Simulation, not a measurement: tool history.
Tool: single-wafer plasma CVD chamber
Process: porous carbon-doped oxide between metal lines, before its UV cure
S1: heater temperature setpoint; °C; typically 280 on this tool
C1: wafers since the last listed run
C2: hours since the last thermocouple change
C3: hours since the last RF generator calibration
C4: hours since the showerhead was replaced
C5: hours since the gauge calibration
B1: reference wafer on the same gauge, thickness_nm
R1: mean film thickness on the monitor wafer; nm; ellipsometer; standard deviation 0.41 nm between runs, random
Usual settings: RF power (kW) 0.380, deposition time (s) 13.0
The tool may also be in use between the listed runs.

run 1 hour=0.0 | S1=280 RF_power_(kW)=0.380 deposition_time_(s)=13.0 | C1=0 C2=1877.2 C3=1156.9 C4=6123.9 C5=682.2 | B1=78.959 | R1=72.698
run 2 hour=17.2 | S1=280 RF_power_(kW)=0.340 deposition_time_(s)=13.0 | C1=537 C2=1894.4 C3=1174.1 C4=6141.1 C5=699.4 | B1=78.993 | R1=65.729
run 3 hour=32.9 | S1=280 RF_power_(kW)=0.380 deposition_time_(s)=13.0 | C1=490 C2=1910.1 C3=1189.8 C4=6156.8 C5=715.1 | B1=78.952 | R1=71.916
run 4 hour=40.4 | S1=280 RF_power_(kW)=0.380 deposition_time_(s)=13.0 | C1=234 C2=1917.6 C3=1197.3 C4=6164.3 C5=722.6 | B1=78.908 | R1=72.068
run 5 hour=51.7 | S1=280 RF_power_(kW)=0.350 deposition_time_(s)=13.0 | C1=353 C2=1928.9 C3=1208.6 C4=6175.6 C5=733.9 | B1=79.020 | R1=66.597
run 6 hour=60.7 | S1=273 RF_power_(kW)=0.380 deposition_time_(s)=13.0 | C1=281 C2=1937.9 C3=1217.6 C4=6184.6 C5=742.9 | B1=79.000 | R1=75.631
run 7 hour=78.3 | S1=273 RF_power_(kW)=0.380 deposition_time_(s)=13.0 | C1=550 C2=1955.5 C3=1235.2 C4=6202.2 C5=760.5 | B1=79.089 | R1=74.528
run 8 hour=92.6 | S1=273 RF_power_(kW)=0.380 deposition_time_(s)=13.0 | C1=447 C2=1969.8 C3=1249.5 C4=6216.5 C5=774.8 | B1=78.934 | R1=75.065
run 9 hour=104.3 | S1=280 RF_power_(kW)=0.350 deposition_time_(s)=15.0 | C1=365 C2=1981.5 C3=1261.2 C4=6228.2 C5=786.5 | B1=78.963 | R1=76.279
run 10 hour=112.0 | S1=280 RF_power_(kW)=0.380 deposition_time_(s)=13.0 | C1=240 C2=1989.2 C3=1268.9 C4=6235.9 C5=794.2 | B1=79.005 | R1=72.320
run 11 hour=120.9 | S1=280 RF_power_(kW)=0.380 deposition_time_(s)=13.0 | C1=278 C2=1998.1 C3=1277.8 C4=6244.8 C5=803.1 | B1=79.078 | R1=71.828
run 12 hour=128.7 | S1=280 RF_power_(kW)=0.380 deposition_time_(s)=13.0 | C1=243 C2=2005.9 C3=1285.6 C4=6252.6 C5=810.9 | B1=79.038 | R1=72.671
-- hour=132.2 gauge calibrated
run 13 hour=135.2 | S1=280 RF_power_(kW)=0.380 deposition_time_(s)=13.0 | C1=203 C2=2012.4 C3=1292.1 C4=6259.1 C5=3.0 | B1=79.036 | R1=71.175
run 14 hour=152.2 | S1=270 RF_power_(kW)=0.435 deposition_time_(s)=14.5 | C1=531 C2=2029.4 C3=1309.1 C4=6276.1 C5=20.0 | B1=78.996 | R1=95.749
run 15 hour=169.7 | S1=286 RF_power_(kW)=0.415 deposition_time_(s)=12.2 | C1=547 C2=2046.9 C3=1326.6 C4=6293.6 C5=37.5 | B1=78.982 | R1=70.995
run 16 hour=187.0 | S1=270 RF_power_(kW)=0.335 deposition_time_(s)=10.8 | C1=541 C2=2064.2 C3=1343.9 C4=6310.9 C5=54.8 | B1=79.116 | R1=57.430
run 17 hour=196.5 | S1=280 RF_power_(kW)=0.350 deposition_time_(s)=15.5 | C1=297 C2=2073.7 C3=1353.4 C4=6320.4 C5=64.3 | B1=78.967 | R1=79.400
run 18 hour=213.3 | S1=280 RF_power_(kW)=0.380 deposition_time_(s)=11.6 | C1=525 C2=2090.5 C3=1370.2 C4=6337.2 C5=81.1 | B1=79.132 | R1=64.396
run 19 hour=220.1 | S1=280 RF_power_(kW)=0.380 deposition_time_(s)=13.0 | C1=212 C2=2097.3 C3=1377.0 C4=6344.0 C5=87.9 | B1=78.900 | R1=71.729
run 20 hour=226.6 | S1=270 RF_power_(kW)=0.330 deposition_time_(s)=13.0 | C1=203 C2=2103.8 C3=1383.5 C4=6350.5 C5=94.4 | B1=78.947 | R1=66.935
-- hour=255.1 thermocouple changed; heater temperature recalibrated
run 21 hour=256.1 | S1=280 RF_power_(kW)=0.435 deposition_time_(s)=10.4 | C1=672 C2=1.0 C3=1413.0 C4=6380.0 C5=123.9 | B1=79.108 | R1=65.280
-- hour=276.4 RF generator calibrated
-- hour=277.4 showerhead replaced
run 22 hour=277.9 | S1=280 RF_power_(kW)=0.380 deposition_time_(s)=13.0 | C1=401 C2=22.8 C3=1.5 C4=0.5 C5=145.7 | B1=79.053 | R1=71.147
run 23 hour=285.7 | S1=280 RF_power_(kW)=0.435 deposition_time_(s)=10.4 | C1=243 C2=30.6 C3=9.3 C4=8.3 C5=153.5 | B1=78.972 | R1=65.348
run 24 hour=297.5 | S1=288 RF_power_(kW)=0.450 deposition_time_(s)=10.5 | C1=369 C2=42.4 C3=21.1 C4=20.1 C5=165.3 | B1=78.969 | R1=64.788
run 25 hour=306.8 | S1=286 RF_power_(kW)=0.445 deposition_time_(s)=15.4 | C1=290 C2=51.7 C3=30.4 C4=29.4 C5=174.6 | B1=78.939 | R1=93.088
run 26 hour=328.9 | S1=280 RF_power_(kW)=0.380 deposition_time_(s)=10.6 | C1=691 C2=73.8 C3=52.5 C4=51.5 C5=196.7 | B1=79.118 | R1=59.299
run 27 hour=342.8 | S1=280 RF_power_(kW)=0.380 deposition_time_(s)=13.0 | C1=434 C2=87.7 C3=66.4 C4=65.4 C5=210.6 | B1=78.920 | R1=71.055
run 28 hour=360.7 | S1=273 RF_power_(kW)=0.310 deposition_time_(s)=15.4 | C1=559 C2=105.6 C3=84.3 C4=83.3 C5=228.5 | B1=79.069 | R1=73.509
run 29 hour=370.8 | S1=284 RF_power_(kW)=0.320 deposition_time_(s)=13.0 | C1=315 C2=115.7 C3=94.4 C4=93.4 C5=238.6 | B1=79.143 | R1=60.860
run 30 hour=386.7 | S1=275 RF_power_(kW)=0.445 deposition_time_(s)=13.0 | C1=497 C2=131.6 C3=110.3 C4=109.3 C5=254.5 | B1=78.913 | R1=84.401
run 31 hour=426.7 | S1=293 RF_power_(kW)=0.410 deposition_time_(s)=11.3 | C1=1250 C2=171.6 C3=150.3 C4=149.3 C5=294.5 | B1=78.862 | R1=62.269
run 32 hour=442.0 | S1=291 RF_power_(kW)=0.325 deposition_time_(s)=13.0 | C1=478 C2=186.9 C3=165.6 C4=164.6 C5=309.8 | B1=78.991 | R1=59.258
run 33 hour=450.3 | S1=267 RF_power_(kW)=0.380 deposition_time_(s)=11.4 | C1=259 C2=195.2 C3=173.9 C4=172.9 C5=318.1 | B1=78.963 | R1=68.520
run 34 hour=463.8 | S1=287 RF_power_(kW)=0.450 deposition_time_(s)=10.9 | C1=422 C2=208.7 C3=187.4 C4=186.4 C5=331.6 | B1=79.073 | R1=67.639
run 35 hour=474.2 | S1=280 RF_power_(kW)=0.380 deposition_time_(s)=13.0 | C1=325 C2=219.1 C3=197.8 C4=196.8 C5=342.0 | B1=79.086 | R1=72.020

3 ways to go on from here, each from the tool as it stands after run 35. What would each give?
run A hour=474.6 | S1=280 RF_power_(kW)=0.380 deposition_time_(s)=13.0 | C1=12 C2=219.5 C3=198.2 C4=197.2 C5=342.4 | B1=? | R1=?
run B hour=474.6 | S1=269 RF_power_(kW)=0.380 deposition_time_(s)=14.2 | C1=12 C2=219.5 C3=198.2 C4=197.2 C5=342.4 | B1=? | R1=?
run C hour=474.6 | S1=266 RF_power_(kW)=0.380 deposition_time_(s)=13.0 | C1=12 C2=219.5 C3=198.2 C4=197.2 C5=342.4 | B1=? | R1=?

run=A B1=79.007 R1=71.979
run=B B1=79.007 R1=83.457
run=C B1=79.007 R1=78.000
Had the tool no hidden state, the same runs would have come out as:
run=A R1=71.979
run=B R1=83.457
run=C R1=78.000

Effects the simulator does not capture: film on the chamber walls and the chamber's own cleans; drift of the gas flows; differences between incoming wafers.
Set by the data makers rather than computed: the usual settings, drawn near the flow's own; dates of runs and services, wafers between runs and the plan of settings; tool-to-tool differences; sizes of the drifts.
